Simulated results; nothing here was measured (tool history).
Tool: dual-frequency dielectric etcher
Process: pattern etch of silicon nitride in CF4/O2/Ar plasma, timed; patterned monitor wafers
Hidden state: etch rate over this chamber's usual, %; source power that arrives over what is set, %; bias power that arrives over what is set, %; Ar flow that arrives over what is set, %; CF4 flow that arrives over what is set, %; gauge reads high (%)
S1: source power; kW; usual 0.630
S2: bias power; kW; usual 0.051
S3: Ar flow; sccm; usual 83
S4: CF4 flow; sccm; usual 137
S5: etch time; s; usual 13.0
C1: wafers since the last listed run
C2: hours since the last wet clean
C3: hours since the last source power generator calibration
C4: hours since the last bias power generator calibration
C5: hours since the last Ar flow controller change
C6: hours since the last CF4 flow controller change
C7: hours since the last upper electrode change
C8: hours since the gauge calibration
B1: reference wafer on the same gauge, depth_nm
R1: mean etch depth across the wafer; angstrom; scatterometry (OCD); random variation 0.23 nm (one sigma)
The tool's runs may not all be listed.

run	day	S1	S2	S3	S4	S5	C1	C2	C3	C4	C5	C6	C7	C8	B1	R1
1	0.000	0.630	0.051	83	137	13.0	0	316.6	2766.8	4597.3	4419.8	2627.0	4038.3	1198.4	41.83	335.3
2	1.729	0.630	0.051	83	137	13.0	343	358.1	2808.3	4638.8	4461.3	2668.5	4079.8	1239.9	41.74	337.1
# day 5.067: wet clean of the chamber
3	5.350	0.520	0.051	83	137	13.0	520	6.8	2895.2	4725.7	4548.2	2755.4	4166.7	1326.8	41.70	295.0
4	8.575	0.630	0.051	83	137	13.0	640	84.2	2972.6	4803.1	4625.6	2832.8	4244.1	1404.2	41.86	346.5
# day 8.788: bias power generator calibrated
5	10.371	0.630	0.051	83	137	13.0	323	127.3	3015.7	38.0	4668.7	2875.9	4287.2	1447.3	41.64	340.8
6	14.383	0.630	0.051	83	137	13.0	797	223.6	3112.0	134.3	4765.0	2972.2	4383.5	1543.6	41.76	335.8
7	16.425	0.630	0.051	83	137	13.0	405	272.6	3161.0	183.3	4814.0	3021.2	4432.5	1592.6	41.87	335.6
# day 22.050: wet clean of the chamber
# day 25.942: CF4 flow controller replaced
8	26.183	0.740	0.051	83	122	13.0	1690	99.2	3395.2	417.5	5048.2	5.8	4666.7	1826.8	41.95	392.9
9	29.467	0.630	0.051	83	137	13.0	652	178.0	3474.0	496.3	5127.0	84.6	4745.5	1905.6	41.81	340.8
# day 31.312: gauge calibrated
10	31.621	0.630	0.051	83	137	16.5	428	229.7	3525.7	548.0	5178.7	136.3	4797.2	7.4	41.80	436.2
11	33.262	0.630	0.051	83	118	14.5	326	269.1	3565.1	587.4	5218.1	175.7	4836.6	46.8	41.86	372.4
12	36.254	0.630	0.051	83	137	13.0	594	340.9	3636.9	659.2	5289.9	247.5	4908.4	118.6	41.88	336.6
# day 37.658: source power generator calibrated
13	38.112	0.780	0.051	83	163	13.0	336	385.5	10.9	703.8	5334.5	292.1	4953.0	163.2	41.82	408.7
# day 39.233: Ar flow controller replaced
# day 41.850: upper electrode replaced
14	41.871	0.510	0.041	83	137	13.0	498	475.7	101.1	794.0	63.3	382.3	0.5	253.4	41.89	263.4
# day 43.204: wet clean of the chamber
15	44.300	0.630	0.039	83	137	13.0	284	26.3	159.4	852.3	121.6	440.6	58.8	311.7	41.76	317.4
16	46.075	0.580	0.051	83	106	13.0	352	68.9	202.0	894.9	164.2	483.2	101.4	354.3	41.68	312.7
17	50.292	0.630	0.051	83	137	13.0	837	170.1	303.2	996.1	265.4	584.4	202.6	455.5	41.76	341.0
18	53.817	0.510	0.041	83	137	13.0	700	254.7	387.8	1080.7	350.0	669.0	287.2	540.1	41.61	267.7
19	55.808	0.510	0.041	83	137	13.0	395	302.5	435.6	1128.5	397.8	716.8	335.0	587.9	41.69	265.6
20	57.708	0.630	0.061	76	137	13.0	377	348.1	481.2	1174.1	443.4	762.4	380.6	633.5	41.69	357.9

The tool's hidden state at each run:
source power that arrives over what is set, %: 0 in every run
bias power that arrives over what is set, %: 0 in every run
Ar flow that arrives over what is set, %: 0 in every run
CF4 flow that arrives over what is set, %: 0 in every run
gauge reads high (%): 0 in every run
H1: etch rate over this chamber's usual, %
run	H1
1	-2.69
2	-3.07
3	-0.902
4	-1.62
5	-2.02
6	-2.91
7	-3.36
8	-0.924
9	-1.65
10	-2.13
11	-2.5
12	-3.16
13	-3.58
14	-4.41
15	-0.784
16	-1.18
17	-2.12
18	-2.9
19	-3.34
20	-3.77
